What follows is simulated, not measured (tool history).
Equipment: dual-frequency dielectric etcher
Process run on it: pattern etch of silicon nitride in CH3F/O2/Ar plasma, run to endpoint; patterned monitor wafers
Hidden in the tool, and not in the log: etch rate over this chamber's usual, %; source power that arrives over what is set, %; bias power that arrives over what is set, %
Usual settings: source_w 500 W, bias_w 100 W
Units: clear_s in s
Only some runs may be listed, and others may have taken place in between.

run    hour  source_w  bias_w  wafers since the last listed run  hours since the last wet clean  hours since the last source power generator calibration  hours since the last bias power generator calibration  hours since the last upper electrode change  incoming incoming film thickness, nm  clear_s
  1     0.0       540     120                                 0                           475.1                                                    610.9                                                  942.8                                       3038.3                                 19.22     20.4
  2    44.0       540     120                               590                           519.1                                                    654.9                                                  986.8                                       3082.3                                 19.06     20.0
  3   101.0       540     120                               764                           576.1                                                    711.9                                                 1043.8                                       3139.3                                 19.01     20.2
      146.6  -- wet clean of the chamber
  4   150.8       440     100                               346                             4.2                                                    761.7                                                 1093.6                                       3189.1                                 19.04     24.1
  5   186.9       500     100                               484                            40.3                                                    797.8                                                 1129.7                                       3225.2                                 19.13     23.3
  6   256.2       500     100                               929                           109.6                                                    867.1                                                 1199.0                                       3294.5                                 19.14     23.2
  7   292.3       500     100                               484                           145.7                                                    903.2                                                 1235.1                                       3330.6                                 19.08     22.9
  8   374.0       500     100                              1096                           227.4                                                    984.9                                                 1316.8                                       3412.3                                 19.08     22.7
  9   462.5       500     100                              1187                           315.9                                                   1073.4                                                 1405.3                                       3500.8                                 18.99     22.9
 10   503.6       410     100                               551                           357.0                                                   1114.5                                                 1446.4                                       3541.9                                 19.00     24.2
 11   597.3       410     100                              1257                           450.7                                                   1208.2                                                 1540.1                                       3635.6                                 19.13     23.7
 12   665.0       500     100                               908                           518.4                                                   1275.9                                                 1607.8                                       3703.3                                 19.07     22.0
 13   701.8       500     100                               493                           555.2                                                   1312.7                                                 1644.6                                       3740.1                                 19.15     22.0
 14   763.6       460      82                               829                           617.0                                                   1374.5                                                 1706.4                                       3801.9                                 18.90     24.5
      806.8  -- wet clean of the chamber
 15   831.9       460      82                               594                            25.1                                                   1442.8                                                 1774.7                                       3870.2                                 18.85     25.4
 16   869.2       460      82                               500                            62.4                                                   1480.1                                                 1812.0                                       3907.5                                 18.92     25.3
 17  1107.7       500     100                              3200                           300.9                                                   1718.6                                                 2050.5                                       4146.0                                 18.95     22.4
     1158.8  -- bias power generator calibrated
     1180.9  -- source power generator calibrated
 18  1212.1       500     100                              1293                           405.3                                                     31.2                                                   53.3                                       4250.4                                 19.08     22.5
     1254.0  -- upper electrode replaced
 19  1266.2       460      88                               403                           459.4                                                     85.3                                                  107.4                                         12.2                                 18.98     23.6
 20  1354.6       570      83                              1186                           547.8                                                    173.7                                                  195.8                                        100.6                                 18.96     22.8
     1424.6  -- wet clean of the chamber
 21  1455.3       500     100                              1029                            30.7                                                    274.4                                                  296.5                                        201.3                                 18.88     23.0
 22  1539.9       420      87                              1135                           115.3                                                    359.0                                                  381.1                                        285.9                                 19.22     25.5
 23  1608.3       500     121                               917                           183.7                                                    427.4                                                  449.5                                        354.3                                 19.01     20.8
 24  1677.4       540     120                               927                           252.8                                                    496.5                                                  518.6                                        423.4                                 18.88     20.0
 25  1729.7       610     100                               701                           305.1                                                    548.8                                                  570.9                                        475.7                                 18.97     21.0
 26  1787.8       460     100                               779                           363.2                                                    606.9                                                  629.0                                        533.8                                 19.14     22.8
 27  1862.4       450      86                              1000                           437.8                                                    681.5                                                  703.6                                        608.4                                 18.84     24.2
 28  1911.2       500     100                               654                           486.6                                                    730.3                                                  752.4                                        657.2                                 18.87     22.0
 29  1955.4       450     121                               593                           530.8                                                    774.5                                                  796.6                                        701.4                                 18.87     20.8
 30  2031.8       460     107                              1025                           607.2                                                    850.9                                                  873.0                                        777.8                                 18.97     21.9
     2077.2  -- wet clean of the chamber
 31  2102.4       500     100                               625                            25.2                                                    921.5                                                  943.6                                        848.4                                 18.93     22.8
 32  2179.3       570     100                              1031                           102.1                                                    998.4                                                 1020.5                                        925.3                                 19.18     22.1

What the log doesn't show, run by run:
source power that arrives over what is set, %: 0 in every run
bias power that arrives over what is set, %: 0 in every run
H1: etch rate over this chamber's usual, %
run       H1
  1     3.13
  2     3.45
  3     3.87
  4   -0.186
  5   0.0799
  6     0.59
  7    0.856
  8     1.46
  9     2.11
 10     2.41
 11      3.1
 12      3.6
 13     3.87
 14     4.32
 15    0.473
 16    0.748
 17      2.5
 18     3.27
 19     3.67
 20     4.32
 21    0.177
 22    0.799
 23      1.3
 24     1.81
 25      2.2
 26     2.62
 27     3.17
 28     3.53
 29     3.86
 30     4.42
 31   -0.634
 32  -0.0684
